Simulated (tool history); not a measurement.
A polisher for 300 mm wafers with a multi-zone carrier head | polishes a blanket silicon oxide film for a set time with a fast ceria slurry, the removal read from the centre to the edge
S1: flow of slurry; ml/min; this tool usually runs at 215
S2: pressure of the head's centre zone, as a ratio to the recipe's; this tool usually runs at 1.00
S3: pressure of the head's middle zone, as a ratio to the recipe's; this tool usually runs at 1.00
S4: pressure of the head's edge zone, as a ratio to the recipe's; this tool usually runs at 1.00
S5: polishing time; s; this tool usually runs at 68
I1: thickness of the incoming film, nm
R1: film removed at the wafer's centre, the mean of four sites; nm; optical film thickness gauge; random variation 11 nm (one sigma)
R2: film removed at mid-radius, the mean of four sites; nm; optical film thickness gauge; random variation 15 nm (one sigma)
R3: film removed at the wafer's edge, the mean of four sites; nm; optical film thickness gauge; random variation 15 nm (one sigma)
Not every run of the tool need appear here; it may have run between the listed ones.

run,hour,S1,S2,S3,S4,S5,I1,R1,R2,R3
1,0.0,215,1.00,1.00,1.00,68,3966.4,1518.7,1519.8,1423.6
2,7.0,215,1.00,1.00,1.00,68,3906.7,1508.2,1521.3,1450.0
3,18.9,215,1.06,1.00,1.00,68,3986.2,1582.0,1531.1,1431.2
4,27.6,215,1.00,1.00,1.00,68,3991.9,1507.7,1532.7,1440.8
5,39.6,145,1.00,1.00,1.04,51,3969.0,1041.8,1072.9,1071.8
6,57.1,215,1.10,1.00,1.00,68,3963.6,1661.6,1525.9,1442.3
# hour 60.8: edge zone pressure recalibrated
# hour 94.9: worn pad replaced by a new one
7,106.1,155,1.00,1.05,1.00,68,3921.4,1429.8,1517.3,1373.6
8,113.1,270,1.05,1.11,1.00,68,3994.5,1635.1,1733.7,1503.8
# hour 115.7: centre zone pressure recalibrated
9,130.7,215,1.00,1.00,0.92,68,3967.8,1524.7,1535.5,1427.6
10,146.6,185,1.06,1.06,1.04,68,4014.4,1546.2,1532.5,1420.3
# hour 157.6: carrier head's membrane replaced by a new one
# hour 159.0: slurry nozzle cleaned
11,159.5,255,1.00,0.96,1.07,56,3986.9,1270.5,1235.3,1236.4
12,165.6,245,1.00,1.00,0.88,68,3988.3,1514.8,1545.8,1385.7
13,175.4,260,1.00,1.00,1.09,58,3960.8,1316.8,1341.8,1304.0
14,181.9,215,1.04,1.00,1.00,68,3957.5,1553.8,1510.0,1429.0
15,190.0,195,1.00,1.00,1.00,68,3994.5,1472.8,1490.7,1418.2
16,197.3,215,1.00,1.00,1.00,68,3924.5,1474.6,1513.5,1424.3
17,204.5,215,0.96,1.00,1.00,68,3972.1,1439.7,1541.7,1446.6

The next listed run, before its measurement:
# hour 217.1: worn pad replaced by a new one
18,217.6,185,1.06,1.06,1.00,68,3984.4,?,?,?

R1: 1552.5 nm
R2: 1541.2 nm
R3: 1406.6 nm
If the tool had no hidden condition, the same run with the same run-to-run variation would have returned R1 1552.5 nm, R2 1541.2 nm, R3 1406.6 nm.
